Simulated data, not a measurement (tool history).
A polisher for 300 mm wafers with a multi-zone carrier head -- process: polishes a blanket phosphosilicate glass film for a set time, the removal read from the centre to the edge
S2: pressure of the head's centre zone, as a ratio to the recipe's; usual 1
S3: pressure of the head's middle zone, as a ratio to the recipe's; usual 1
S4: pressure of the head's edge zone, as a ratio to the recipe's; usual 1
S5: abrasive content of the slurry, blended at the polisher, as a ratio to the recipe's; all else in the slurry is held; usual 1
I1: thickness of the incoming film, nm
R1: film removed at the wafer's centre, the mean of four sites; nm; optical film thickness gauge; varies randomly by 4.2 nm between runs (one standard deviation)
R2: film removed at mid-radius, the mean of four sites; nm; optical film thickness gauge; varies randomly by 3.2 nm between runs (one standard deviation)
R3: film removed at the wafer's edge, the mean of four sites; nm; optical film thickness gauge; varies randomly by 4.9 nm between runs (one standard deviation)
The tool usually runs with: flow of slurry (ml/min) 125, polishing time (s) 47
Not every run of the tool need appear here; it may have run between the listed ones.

run 1 hour=0 | flow_of_slurry_(ml/min)=125 S2=1 S3=1 S4=1 S5=1 polishing_time_(s)=47 | I1=2251.9 | R1=463.3 R2=459.5 R3=450.5
run 2 hour=39.8 | flow_of_slurry_(ml/min)=125 S2=1 S3=1 S4=1 S5=1 polishing_time_(s)=43 | I1=2251.6 | R1=422.3 R2=415.2 R3=408.4
run 3 hour=106.7 | flow_of_slurry_(ml/min)=125 S2=1 S3=1 S4=1 S5=1 polishing_time_(s)=47 | I1=2264.8 | R1=462.5 R2=454.8 R3=456.5
-- hour=146 worn pad replaced by a new one
run 4 hour=165.9 | flow_of_slurry_(ml/min)=125 S2=1 S3=1 S4=1 S5=1 polishing_time_(s)=47 | I1=2201.5 | R1=487.4 R2=478.8 R3=479.4
run 5 hour=200.1 | flow_of_slurry_(ml/min)=100 S2=1 S3=1.07 S4=0.9 S5=1 polishing_time_(s)=47 | I1=2184.4 | R1=447.1 R2=473.9 R3=433.4
-- hour=217.3 carrier head's membrane replaced by a new one
run 6 hour=250.6 | flow_of_slurry_(ml/min)=125 S2=1 S3=1 S4=1 S5=0.8 polishing_time_(s)=63 | I1=2240.2 | R1=578.5 R2=568 R3=554.5
-- hour=260.7 slurry nozzle cleaned
run 7 hour=315.3 | flow_of_slurry_(ml/min)=125 S2=1 S3=1 S4=1.05 S5=1 polishing_time_(s)=47 | I1=2226.8 | R1=455.7 R2=447.4 R3=459.3
run 8 hour=357.9 | flow_of_slurry_(ml/min)=125 S2=1 S3=1 S4=1 S5=1 polishing_time_(s)=47 | I1=2206.1 | R1=462.7 R2=447.8 R3=437.3
run 9 hour=410.9 | flow_of_slurry_(ml/min)=125 S2=1 S3=1 S4=1 S5=0.9 polishing_time_(s)=47 | I1=2228.9 | R1=441.6 R2=426.3 R3=420.3
run 10 hour=460.8 | flow_of_slurry_(ml/min)=125 S2=1.05 S3=1.09 S4=1 S5=1 polishing_time_(s)=55 | I1=2229.7 | R1=567.2 R2=563.7 R3=512
run 11 hour=522.3 | flow_of_slurry_(ml/min)=125 S2=1 S3=1 S4=1 S5=1 polishing_time_(s)=47 | I1=2255.3 | R1=452.3 R2=446.5 R3=434.5
-- hour=532.4 edge zone pressure recalibrated
-- hour=535.7 worn pad replaced by a new one
run 12 hour=569.4 | flow_of_slurry_(ml/min)=125 S2=1 S3=1 S4=1 S5=1 polishing_time_(s)=47 | I1=2207.8 | R1=500.3 R2=484.1 R3=475.5
run 13 hour=613.7 | flow_of_slurry_(ml/min)=125 S2=1.04 S3=1 S4=1.06 S5=0.8 polishing_time_(s)=56 | I1=2222.4 | R1=559.7 R2=515.8 R3=515.9
run 14 hour=651.8 | flow_of_slurry_(ml/min)=125 S2=1 S3=1 S4=1 S5=1.25 polishing_time_(s)=47 | I1=2215.1 | R1=529.7 R2=507.8 R3=501.5
run 15 hour=687.5 | flow_of_slurry_(ml/min)=165 S2=1 S3=1 S4=1 S5=1 polishing_time_(s)=54 | I1=2231.8 | R1=596.6 R2=553.6 R3=545.3
-- hour=705.6 carrier head's membrane replaced by a new one
run 16 hour=736.3 | flow_of_slurry_(ml/min)=155 S2=1.09 S3=1 S4=1 S5=1 polishing_time_(s)=55 | I1=2218 | R1=635.3 R2=558.5 R3=540.6
run 17 hour=786 | flow_of_slurry_(ml/min)=125 S2=1 S3=1 S4=1 S5=1 polishing_time_(s)=47 | I1=2204.9 | R1=476.3 R2=454.7 R3=452.9
run 18 hour=834.5 | flow_of_slurry_(ml/min)=125 S2=0.94 S3=0.95 S4=1 S5=1 polishing_time_(s)=47 | I1=2219.3 | R1=443.1 R2=429.2 R3=452.9
run 19 hour=883.9 | flow_of_slurry_(ml/min)=100 S2=0.9 S3=0.92 S4=1 S5=1.2 polishing_time_(s)=47 | I1=2228 | R1=433.6 R2=427.3 R3=465.7
-- hour=925.5 worn pad replaced by a new one
run 20 hour=941.5 | flow_of_slurry_(ml/min)=125 S2=1.04 S3=1 S4=1 S5=1 polishing_time_(s)=52 | I1=2260.7 | R1=584.3 R2=529.7 R3=522.9

What if the next run were any one of these 5? Each begins from the tool's condition after run 20:
run A hour=941.9 | flow_of_slurry_(ml/min)=125 S2=1 S3=0.91 S4=1 S5=1 polishing_time_(s)=47 | I1=2190.5 | R1=? R2=? R3=?
run B hour=941.9 | flow_of_slurry_(ml/min)=125 S2=1.06 S3=1.03 S4=1 S5=1 polishing_time_(s)=47 | I1=2190.5 | R1=? R2=? R3=?
run C hour=941.9 | flow_of_slurry_(ml/min)=165 S2=1 S3=1.1 S4=1 S5=0.9 polishing_time_(s)=47 | I1=2190.5 | R1=? R2=? R3=?
run D hour=941.9 | flow_of_slurry_(ml/min)=125 S2=1 S3=1 S4=0.96 S5=1 polishing_time_(s)=47 | I1=2190.5 | R1=? R2=? R3=?
run E hour=941.9 | flow_of_slurry_(ml/min)=100 S2=1.07 S3=1.05 S4=1 S5=1 polishing_time_(s)=53 | I1=2190.5 | R1=? R2=? R3=?

run=A R1=503.9 R2=449.4 R3=478.8
run=B R1=534.7 R2=498.5 R3=478
run=C R1=512.4 R2=532.1 R3=474.8
run=D R1=504.2 R2=486.4 R3=469
run=E R1=575.2 R2=543.7 R3=520.8
Without the tool's unlogged condition, the same runs would have read:
run=A R1=497.4 R2=460.6 R3=490.6
run=B R1=527.9 R2=510.9 R3=489.8
run=C R1=505.8 R2=545.3 R3=486.5
run=D R1=497.7 R2=498.5 R3=480.6
run=E R1=567.8 R2=557.2 R3=533.6

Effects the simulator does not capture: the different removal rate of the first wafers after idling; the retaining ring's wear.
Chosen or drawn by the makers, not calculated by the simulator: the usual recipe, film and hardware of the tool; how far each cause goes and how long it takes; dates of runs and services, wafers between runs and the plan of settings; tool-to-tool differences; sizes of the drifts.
